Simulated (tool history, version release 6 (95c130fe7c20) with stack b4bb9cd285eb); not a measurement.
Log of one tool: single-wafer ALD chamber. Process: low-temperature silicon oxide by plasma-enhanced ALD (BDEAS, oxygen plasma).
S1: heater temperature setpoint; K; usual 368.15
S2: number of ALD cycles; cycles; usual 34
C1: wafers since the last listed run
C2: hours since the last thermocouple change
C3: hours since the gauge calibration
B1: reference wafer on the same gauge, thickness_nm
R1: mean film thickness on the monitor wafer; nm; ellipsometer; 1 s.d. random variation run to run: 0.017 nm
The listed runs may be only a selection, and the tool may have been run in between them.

Run 1, hour 0.0: usual settings; C1 0; C2 253.5; C3 257.0; B1 5.760. Result: R1 4.738 nm.
Run 2, hour 21.3: usual settings; C1 169; C2 274.8; C3 278.3; B1 5.767. Result: R1 4.771 nm.
Run 3, hour 36.1: usual settings; C1 117; C2 289.6; C3 293.1; B1 5.765. Result: R1 4.731 nm.
Run 4, hour 63.0: usual settings; C1 213; C2 316.5; C3 320.0; B1 5.761. Result: R1 4.757 nm.
Run 5, hour 85.5: usual settings; C1 178; C2 339.0; C3 342.5; B1 5.755. Result: R1 4.729 nm.
Run 6, hour 102.5: usual settings; C1 135; C2 356.0; C3 359.5; B1 5.750. Result: R1 4.741 nm.
Run 7, hour 121.1: usual settings but S2 38 cycles; C1 147; C2 374.6; C3 378.1; B1 5.756. Result: R1 5.284 nm.
Run 8, hour 150.4: usual settings but S1 361.15 K; C1 232; C2 403.9; C3 407.4; B1 5.755. Result: R1 4.865 nm.
Run 9, hour 185.2: usual settings but S1 361.15 K; C1 276; C2 438.7; C3 442.2; B1 5.758. Result: R1 4.879 nm.
Run 10, hour 215.0: usual settings but S1 361.15 K; C1 236; C2 468.5; C3 472.0; B1 5.763. Result: R1 4.833 nm.
Run 11, hour 236.0: usual settings; C1 166; C2 489.5; C3 493.0; B1 5.759. Result: R1 4.755 nm.
Run 12, hour 248.9: usual settings; C1 102; C2 502.4; C3 505.9; B1 5.758. Result: R1 4.735 nm.
Run 13, hour 261.3: usual settings; C1 98; C2 514.8; C3 518.3; B1 5.766. Result: R1 4.716 nm.
Run 14, hour 283.7: usual settings; C1 178; C2 537.2; C3 540.7; B1 5.763. Result: R1 4.718 nm.
Run 15, hour 308.9: usual settings but S1 360.15 K; C1 200; C2 562.4; C3 565.9; B1 5.759. Result: R1 4.886 nm.
Run 16, hour 338.0: usual settings but S1 360.15 K; C1 231; C2 591.5; C3 595.0; B1 5.770. Result: R1 4.896 nm.
Run 17, hour 411.1: usual settings but S1 360.15 K; C1 580; C2 664.6; C3 668.1; B1 5.769. Result: R1 4.854 nm.
Run 18, hour 444.6: usual settings; C1 266; C2 698.1; C3 701.6; B1 5.763. Result: R1 4.707 nm.
Run 19, hour 465.8: usual settings; C1 168; C2 719.3; C3 722.8; B1 5.763. Result: R1 4.715 nm.
Run 20, hour 490.0: usual settings but S1 357.15 K; C1 192; C2 743.5; C3 747.0; B1 5.755. Result: R1 4.927 nm.
Run 21, hour 516.0: usual settings; C1 206; C2 769.5; C3 773.0; B1 5.765. Result: R1 4.693 nm.
Run 22, hour 535.8: usual settings but S1 374.15 K, S2 36 cycles; C1 157; C2 789.3; C3 792.8; B1 5.774. Result: R1 4.917 nm.
Run 23, hour 563.0: usual settings; C1 216; C2 816.5; C3 820.0; B1 5.761. Result: R1 4.696 nm.
Run 24, hour 586.1: usual settings but S1 360.15 K, S2 38 cycles; C1 183; C2 839.6; C3 843.1; B1 5.764. Result: R1 5.425 nm.
Run 25, hour 601.8: usual settings but S1 362.15 K, S2 28 cycles; C1 124; C2 855.3; C3 858.8; B1 5.763. Result: R1 3.953 nm.
Run 26, hour 633.4: usual settings but S1 359.15 K, S2 31 cycles; C1 251; C2 886.9; C3 890.4; B1 5.759. Result: R1 4.446 nm.
At hour 660.8: thermocouple changed; heater temperature recalibrated.
Run 27, hour 661.3: usual settings; C1 158; C2 0.5; C3 918.3; B1 5.761. Result: R1 4.785 nm.
Run 28, hour 678.0: usual settings but S1 373.15 K, S2 31 cycles; C1 132; C2 17.2; C3 935.0; B1 5.761. Result: R1 4.287 nm.
Run 29, hour 694.3: usual settings; C1 129; C2 33.5; C3 951.3; B1 5.773. Result: R1 4.787 nm.
Run 30, hour 709.5: usual settings; C1 120; C2 48.7; C3 966.5; B1 5.750. Result: R1 4.799 nm.
Run 31, hour 733.9: usual settings but S1 357.15 K, S2 32 cycles; C1 193; C2 73.1; C3 990.9; B1 5.760. Result: R1 4.674 nm.
Run 32, hour 746.2: usual settings but S1 382.15 K; C1 97; C2 85.4; C3 1003.2; B1 5.755. Result: R1 4.594 nm.
Run 33, hour 780.9: usual settings; C1 275; C2 120.1; C3 1037.9; B1 5.757. Result: R1 4.753 nm.
At hour 804.6: gauge calibrated.
Run 34, hour 874.1: usual settings but S1 355.15 K, S2 29 cycles; C1 740; C2 213.3; C3 69.5; B1 5.760. Result: R1 4.265 nm.
Run 35, hour 889.1: usual settings but S1 363.15 K, S2 31 cycles; C1 119; C2 228.3; C3 84.5; B1 5.757. Result: R1 4.396 nm.
Run 36, hour 910.7: usual settings; C1 171; C2 249.9; C3 106.1; B1 5.772. Result: R1 4.718 nm.
Run 37, hour 941.1: usual settings but S1 382.15 K, S2 28 cycles; C1 241; C2 280.3; C3 136.5; B1 5.765. Result: R1 3.762 nm.
Run 38, hour 970.3: usual settings but S2 28 cycles; C1 232; C2 309.5; C3 165.7; B1 5.754. Result: R1 3.920 nm.
Run 39, hour 987.6: usual settings; C1 137; C2 326.8; C3 183.0; B1 5.755. Result: R1 4.748 nm.
Run 40, hour 1020.2: usual settings but S1 363.15 K, S2 28 cycles; C1 259; C2 359.4; C3 215.6; B1 5.762. Result: R1 3.969 nm.
Run 41, hour 1039.6: usual settings but S1 358.15 K, S2 30 cycles; C1 154; C2 378.8; C3 235.0; B1 5.753. Result: R1 4.346 nm.

Each row is a separate what-if for the run after 41, all from the same tool condition, not one after another. Results?
Run A, hour 1040.1: usual settings; C1 3; C2 379.3; C3 235.5; B1 ?. Result: R1 ?.
Run B, hour 1040.1: usual settings but S1 362.15 K, S2 31 cycles; C1 3; C2 379.3; C3 235.5; B1 ?. Result: R1 ?.
Run C, hour 1040.1: usual settings but S1 378.15 K, S2 38 cycles; C1 3; C2 379.3; C3 235.5; B1 ?. Result: R1 ?.

run     B1     R1
  A  5.771  4.703
  B  5.771  4.394
  C  5.771  5.146
Without the tool's unlogged condition, the same runs would have read:
run     R1
  A  4.783
  B  4.467
  C  5.190

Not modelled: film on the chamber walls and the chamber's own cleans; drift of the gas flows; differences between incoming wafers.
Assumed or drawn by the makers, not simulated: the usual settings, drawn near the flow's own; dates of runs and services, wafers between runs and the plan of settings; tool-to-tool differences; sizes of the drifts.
